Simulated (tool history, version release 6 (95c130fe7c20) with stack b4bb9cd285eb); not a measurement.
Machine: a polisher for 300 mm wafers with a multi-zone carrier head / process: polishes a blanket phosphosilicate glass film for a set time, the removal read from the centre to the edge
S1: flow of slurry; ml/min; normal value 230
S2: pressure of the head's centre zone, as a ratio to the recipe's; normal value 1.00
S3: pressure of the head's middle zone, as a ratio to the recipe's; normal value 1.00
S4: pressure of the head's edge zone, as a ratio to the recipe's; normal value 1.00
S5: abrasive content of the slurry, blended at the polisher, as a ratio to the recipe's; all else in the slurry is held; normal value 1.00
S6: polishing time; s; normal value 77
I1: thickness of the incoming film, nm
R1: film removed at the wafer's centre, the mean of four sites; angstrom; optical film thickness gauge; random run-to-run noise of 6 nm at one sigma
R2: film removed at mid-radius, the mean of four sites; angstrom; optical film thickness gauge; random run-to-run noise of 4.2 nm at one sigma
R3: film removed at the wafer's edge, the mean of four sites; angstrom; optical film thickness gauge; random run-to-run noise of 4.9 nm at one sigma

run	hour	S1	S2	S3	S4	S5	S6	I1	R1	R2	R3
1	0.0	230	1.00	1.00	1.00	1.00	77	4482.8	4335	4495	4509
2	7.0	230	1.00	1.00	1.00	1.00	77	4380.0	4493	4443	4400
# hour 16.4: carrier head's membrane replaced by a new one
3	23.3	230	1.00	1.00	1.00	1.00	77	4420.0	4359	4453	4452
4	29.9	230	1.00	1.00	1.00	1.00	77	4550.0	4347	4451	4486
# hour 38.1: worn pad replaced by a new one
5	46.5	230	1.00	1.00	1.00	1.00	77	4401.5	4416	4513	4430
6	64.3	230	1.00	1.00	1.00	1.00	77	4482.2	4496	4535	4412
7	71.4	230	1.00	1.00	1.08	1.00	77	4530.7	4364	4429	4551
# hour 75.4: centre zone pressure recalibrated
8	83.9	230	1.06	0.89	1.00	1.00	77	4448.0	4596	4090	4413
9	95.5	230	1.00	1.00	0.96	1.00	77	4511.4	4317	4494	4430
10	110.2	230	1.00	1.00	1.00	1.00	77	4378.6	4274	4454	4382
# hour 123.5: worn pad replaced by a new one
11	124.0	230	1.00	1.00	1.00	1.00	77	4540.4	4282	4396	4448
12	129.6	230	1.00	1.00	1.00	1.00	77	4370.3	4289	4396	4343
13	142.6	230	0.89	0.88	1.00	1.00	77	4447.0	3757	3925	4485
14	149.7	230	1.00	1.00	1.00	1.00	77	4376.5	4316	4356	4387
15	167.3	210	1.00	1.00	1.00	1.20	94	4435.3	5545	5641	5728
# hour 169.6: edge zone pressure recalibrated
# hour 173.9: slurry nozzle cleaned
16	174.8	230	1.00	1.00	1.00	1.00	77	4524.3	4745	4871	4736
17	188.3	190	0.93	1.08	1.00	1.00	69	4489.4	3788	4350	4115
18	205.5	230	0.92	1.00	1.10	1.15	60	4357.5	3544	3945	4095
# hour 218.4: worn pad replaced by a new one
19	221.3	230	1.10	1.08	1.00	1.00	77	4392.7	5106	5083	4663
20	232.4	230	0.95	0.95	1.00	0.75	77	4392.1	3752	3902	4045
21	245.3	230	0.89	1.00	1.00	1.00	77	4411.8	4255	4832	4655

Forecast each of these 4 alternatives for the next run:
A	245.8	190	1.00	1.00	1.00	1.00	77	4460.6	?	?	?
B	245.8	290	1.00	1.12	1.00	1.00	100	4460.6	?	?	?
C	245.8	230	1.00	1.00	1.00	1.00	90	4460.6	?	?	?
D	245.8	210	1.00	1.04	0.93	1.00	56	4460.6	?	?	?

run	R1	R2	R3
A	4551	4702	4598
B	6335	7153	6243
C	5510	5672	5502
D	3376	3598	3278
Take away the tool's hidden state, keep each run's random variation, and the runs would have read:
run	R1	R2	R3
A	4603	4750	4633
B	6381	7199	6274
C	5561	5720	5536
D	3410	3631	3300
